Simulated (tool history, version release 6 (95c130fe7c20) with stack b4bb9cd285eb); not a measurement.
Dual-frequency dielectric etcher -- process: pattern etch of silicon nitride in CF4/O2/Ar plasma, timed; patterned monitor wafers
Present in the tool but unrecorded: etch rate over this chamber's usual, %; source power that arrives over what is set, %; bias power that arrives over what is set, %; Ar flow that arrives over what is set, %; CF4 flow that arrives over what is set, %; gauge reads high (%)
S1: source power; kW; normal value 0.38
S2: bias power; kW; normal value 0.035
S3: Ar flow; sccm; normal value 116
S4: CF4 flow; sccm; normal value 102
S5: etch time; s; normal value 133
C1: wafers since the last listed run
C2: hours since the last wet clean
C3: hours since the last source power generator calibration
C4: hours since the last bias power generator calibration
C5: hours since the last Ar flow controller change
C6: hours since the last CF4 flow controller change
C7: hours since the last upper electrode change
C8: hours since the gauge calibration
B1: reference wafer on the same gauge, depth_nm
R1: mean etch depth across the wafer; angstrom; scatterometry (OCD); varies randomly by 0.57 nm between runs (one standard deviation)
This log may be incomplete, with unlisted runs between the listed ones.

| run | hour | S1 | S2 | S3 | S4 | S5 | C1 | C2 | C3 | C4 | C5 | C6 | C7 | C8 | B1 | R1 |
|---|---|---|---|---|---|---|---|---|---|---|---|---|---|---|---|---|
| 1 | 0 | 0.38 | 0.035 | 116 | 102 | 133 | 0 | 231.8 | 2623.4 | 3689.1 | 461.7 | 4721 | 4132.9 | 226.8 | 177.1 | 1640 |
|  | 15.9 | CF4 flow controller replaced |
|  | 23.3 | source power generator calibrated |
|  | 90.2 | upper electrode replaced |
| 2 | 90.7 | 0.34 | 0.035 | 116 | 102 | 133 | 433 | 322.5 | 67.4 | 3779.8 | 552.4 | 74.8 | 0.5 | 317.5 | 177 | 1532 |
| 3 | 155.1 | 0.38 | 0.035 | 116 | 102 | 133 | 492 | 386.9 | 131.8 | 3844.2 | 616.8 | 139.2 | 64.9 | 381.9 | 176.9 | 1709 |
| 4 | 251 | 0.41 | 0.04 | 116 | 102 | 149 | 733 | 482.8 | 227.7 | 3940.1 | 712.7 | 235.1 | 160.8 | 477.8 | 177 | 2138 |
| 5 | 354.8 | 0.46 | 0.035 | 141 | 102 | 157 | 794 | 586.6 | 331.5 | 4043.9 | 816.5 | 338.9 | 264.6 | 581.6 | 176.9 | 2369 |
|  | 417.2 | wet clean of the chamber |
| 6 | 450 | 0.38 | 0.035 | 123 | 110 | 133 | 544 | 32.8 | 426.7 | 4139.1 | 911.7 | 434.1 | 359.8 | 676.8 | 176.8 | 1700 |
| 7 | 520.9 | 0.38 | 0.035 | 116 | 102 | 133 | 542 | 103.7 | 497.6 | 4210 | 982.6 | 505 | 430.7 | 747.7 | 177 | 1696 |
| 8 | 609.8 | 0.34 | 0.035 | 116 | 102 | 144.5 | 680 | 192.6 | 586.5 | 4298.9 | 1071.5 | 593.9 | 519.6 | 836.6 | 177 | 1645 |
| 9 | 703.4 | 0.38 | 0.035 | 116 | 102 | 154 | 716 | 286.2 | 680.1 | 4392.5 | 1165.1 | 687.5 | 613.2 | 930.2 | 176.9 | 1955 |
| 10 | 808.8 | 0.38 | 0.035 | 116 | 102 | 116 | 806 | 391.6 | 785.5 | 4497.9 | 1270.5 | 792.9 | 718.6 | 1035.6 | 177.1 | 1474 |
| 11 | 883.3 | 0.38 | 0.029 | 116 | 102 | 133 | 570 | 466.1 | 860 | 4572.4 | 1345 | 867.4 | 793.1 | 1110.1 | 177 | 1611 |

Expected results for the next run?
| 12 | 938.2 | 0.32 | 0.035 | 92 | 118 | 110 | 420 | 521 | 914.9 | 4627.3 | 1399.9 | 922.3 | 848 | 1165 | ? | ? |

{"run 12": {"B1": 176.9, "R1": 1223}}
Had the tool carried no hidden state, the very same run would have given R1 1238 angstrom.

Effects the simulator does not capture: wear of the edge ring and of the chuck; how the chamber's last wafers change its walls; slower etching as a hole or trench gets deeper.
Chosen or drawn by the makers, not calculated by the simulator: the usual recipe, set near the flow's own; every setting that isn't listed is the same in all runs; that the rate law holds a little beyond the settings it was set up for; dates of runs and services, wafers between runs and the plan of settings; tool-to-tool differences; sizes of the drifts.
